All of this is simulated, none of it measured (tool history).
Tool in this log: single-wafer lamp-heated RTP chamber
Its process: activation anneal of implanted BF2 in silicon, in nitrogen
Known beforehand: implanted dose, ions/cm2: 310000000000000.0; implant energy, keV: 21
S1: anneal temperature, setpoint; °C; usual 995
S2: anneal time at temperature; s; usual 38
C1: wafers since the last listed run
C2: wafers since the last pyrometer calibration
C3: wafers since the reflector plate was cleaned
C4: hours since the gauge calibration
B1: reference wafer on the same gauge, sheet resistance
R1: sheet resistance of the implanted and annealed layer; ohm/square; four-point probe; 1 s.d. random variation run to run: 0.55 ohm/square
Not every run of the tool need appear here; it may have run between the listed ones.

{"run": 1, "hour": 0.0, "S1": 995, "S2": 38, "C1": 0, "C2": 7173, "C3": 11606, "C4": 18.1, "B1": 404.99, "R1": 367.83}
{"run": 2, "hour": 32.5, "S1": 995, "S2": 38, "C1": 225, "C2": 7398, "C3": 11832, "C4": 50.6, "B1": 403.85, "R1": 366.75}
{"run": 3, "hour": 64.0, "S1": 1010, "S2": 38, "C1": 218, "C2": 7617, "C3": 12051, "C4": 82.1, "B1": 403.39, "R1": 364.3}
{"run": 4, "hour": 86.2, "S1": 995, "S2": 38, "C1": 154, "C2": 7771, "C3": 12205, "C4": 104.3, "B1": 402.9, "R1": 365.0}
{"run": 5, "hour": 111.2, "S1": 995, "S2": 38, "C1": 173, "C2": 7945, "C3": 12379, "C4": 129.3, "B1": 402.66, "R1": 365.75}
{"run": 6, "hour": 159.3, "S1": 995, "S2": 38, "C1": 334, "C2": 8279, "C3": 12713, "C4": 177.4, "B1": 402.17, "R1": 365.58}
{"run": 7, "hour": 184.0, "S1": 974, "S2": 45, "C1": 171, "C2": 8450, "C3": 12884, "C4": 202.1, "B1": 402.17, "R1": 371.34}
{"run": 8, "hour": 200.8, "S1": 986, "S2": 55, "C1": 116, "C2": 8567, "C3": 13001, "C4": 218.9, "B1": 402.24, "R1": 364.65}
{"run": 9, "hour": 236.3, "S1": 995, "S2": 38, "C1": 246, "C2": 8813, "C3": 13247, "C4": 254.4, "B1": 402.02, "R1": 366.41}
{"hour": 236.6, "done": "gauge calibrated"}
{"run": 10, "hour": 251.5, "S1": 1018, "S2": 49, "C1": 105, "C2": 8919, "C3": 13353, "C4": 14.9, "B1": 404.59, "R1": 361.41}
{"hour": 287.2, "done": "reflector plate cleaned"}
{"run": 11, "hour": 287.7, "S1": 1020, "S2": 18, "C1": 195, "C2": 9115, "C3": 3, "C4": 51.1, "B1": 403.41, "R1": 368.53}
{"hour": 295.9, "done": "pyrometer window cleaned and pyrometer calibrated"}
{"run": 12, "hour": 311.8, "S1": 968, "S2": 55, "C1": 111, "C2": 110, "C3": 115, "C4": 75.2, "B1": 402.84, "R1": 376.01}
{"run": 13, "hour": 341.5, "S1": 984, "S2": 46, "C1": 206, "C2": 316, "C3": 321, "C4": 104.9, "B1": 402.35, "R1": 367.38}
{"run": 14, "hour": 368.5, "S1": 1008, "S2": 20, "C1": 187, "C2": 503, "C3": 509, "C4": 131.9, "B1": 402.11, "R1": 368.45}
{"run": 15, "hour": 392.3, "S1": 970, "S2": 45, "C1": 165, "C2": 669, "C3": 674, "C4": 155.7, "B1": 401.88, "R1": 373.69}

Across each entry between runs, compare the hidden state at the last listed run before it with the hidden state at the first listed run after it:
From run 9 to run 10: gauge calibrated (hour 236.6)
  gauge reads high (%): -0.965 -> -0.351
  difference, measured minus the result without the unlogged condition, R1: -3.57 -> -1.28 ohm/square
From run 10 to run 11: reflector plate cleaned (hour 287.2)
  gauge reads high (%): -0.351 -> -0.65
  difference, measured minus the result without the unlogged condition, R1: -1.28 -> -2.41 ohm/square
From run 11 to run 12: pyrometer window cleaned and pyrometer calibrated (hour 295.9)
  gauge reads high (%): -0.65 -> -0.782
  difference, measured minus the result without the unlogged condition, R1: -2.41 -> -2.96 ohm/square
